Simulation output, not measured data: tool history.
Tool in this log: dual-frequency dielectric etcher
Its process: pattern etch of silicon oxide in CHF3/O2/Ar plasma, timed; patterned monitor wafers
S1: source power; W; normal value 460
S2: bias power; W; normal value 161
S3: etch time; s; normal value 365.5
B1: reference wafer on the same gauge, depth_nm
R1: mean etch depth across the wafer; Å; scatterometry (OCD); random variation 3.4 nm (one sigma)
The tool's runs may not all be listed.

run 1 day=0 | S1=460 S2=161 S3=333 | B1=631.3 | R1=6637
-- day=2.704 wet clean of the chamber
run 2 day=2.729 | S1=460 S2=161 S3=333 | B1=631 | R1=6362
run 3 day=6.088 | S1=460 S2=161 S3=333 | B1=632.1 | R1=6342
run 4 day=10.242 | S1=460 S2=161 S3=365.5 | B1=633.1 | R1=7118
run 5 day=12.904 | S1=460 S2=161 S3=365.5 | B1=632.8 | R1=7071
-- day=24.033 wet clean of the chamber
run 6 day=24.117 | S1=460 S2=161 S3=365.5 | B1=631.5 | R1=6976
-- day=25.229 bias power generator calibrated
run 7 day=27.196 | S1=460 S2=161 S3=365.5 | B1=632.2 | R1=7229
run 8 day=31.642 | S1=460 S2=161 S3=365.5 | B1=631.3 | R1=7333
run 9 day=33.417 | S1=460 S2=185 S3=365.5 | B1=632 | R1=7758
run 10 day=35.333 | S1=460 S2=185 S3=365.5 | B1=632.2 | R1=7806
-- day=45.383 source power generator calibrated
run 11 day=46.183 | S1=460 S2=185 S3=365.5 | B1=631.3 | R1=7900
-- day=48.538 wet clean of the chamber
run 12 day=48.558 | S1=460 S2=161 S3=365.5 | B1=631.7 | R1=6939
-- day=50.079 gauge calibrated
-- day=52.567 upper electrode replaced
run 13 day=52.588 | S1=530 S2=148 S3=299.5 | B1=631.9 | R1=5866
run 14 day=56.608 | S1=550 S2=161 S3=407 | B1=631.5 | R1=8451
run 15 day=60.908 | S1=460 S2=124 S3=430.5 | B1=631.7 | R1=7365
run 16 day=63.554 | S1=460 S2=129 S3=456 | B1=632.9 | R1=7989
run 17 day=67.558 | S1=400 S2=176 S3=414 | B1=630.8 | R1=7982
run 18 day=69.479 | S1=550 S2=161 S3=407 | B1=632.4 | R1=8660
run 19 day=72.575 | S1=460 S2=132 S3=326 | B1=631.3 | R1=5891
-- day=74.612 wet clean of the chamber
run 20 day=76.442 | S1=460 S2=161 S3=365.5 | B1=632.7 | R1=6981
run 21 day=80.646 | S1=560 S2=161 S3=365.5 | B1=632.4 | R1=7613
run 22 day=83.588 | S1=460 S2=161 S3=365.5 | B1=631.5 | R1=7106
run 23 day=88.079 | S1=530 S2=200 S3=440.5 | B1=632.3 | R1=10043
run 24 day=90.183 | S1=460 S2=161 S3=365.5 | B1=631.7 | R1=7141
run 25 day=91.808 | S1=460 S2=199 S3=365.5 | B1=632.3 | R1=7932
run 26 day=96.071 | S1=390 S2=122 S3=458.5 | B1=632.9 | R1=7449
-- day=97.725 wet clean of the chamber
run 27 day=97.917 | S1=360 S2=161 S3=287.5 | B1=631.8 | R1=4910
run 28 day=100.804 | S1=460 S2=161 S3=365.5 | B1=632.6 | R1=6896

5 options for the next run, each taken on its own from the tool as it stands now. Forecast them:
run A day=100.825 | S1=570 S2=161 S3=365.5 | B1=? | R1=?
run B day=100.825 | S1=560 S2=190 S3=410 | B1=? | R1=?
run C day=100.825 | S1=380 S2=161 S3=407 | B1=? | R1=?
run D day=100.825 | S1=540 S2=161 S3=365.5 | B1=? | R1=?
run E day=100.825 | S1=540 S2=161 S3=312.5 | B1=? | R1=?

run=A B1=633.1 R1=7529
run=B B1=633.1 R1=9035
run=C B1=633.1 R1=7099
run=D B1=633.1 R1=7365
run=E B1=633.1 R1=6297
Without the tool's hidden state the same runs would have given:
run=A R1=7725
run=B R1=9284
run=C R1=7291
run=D R1=7558
run=E R1=6462

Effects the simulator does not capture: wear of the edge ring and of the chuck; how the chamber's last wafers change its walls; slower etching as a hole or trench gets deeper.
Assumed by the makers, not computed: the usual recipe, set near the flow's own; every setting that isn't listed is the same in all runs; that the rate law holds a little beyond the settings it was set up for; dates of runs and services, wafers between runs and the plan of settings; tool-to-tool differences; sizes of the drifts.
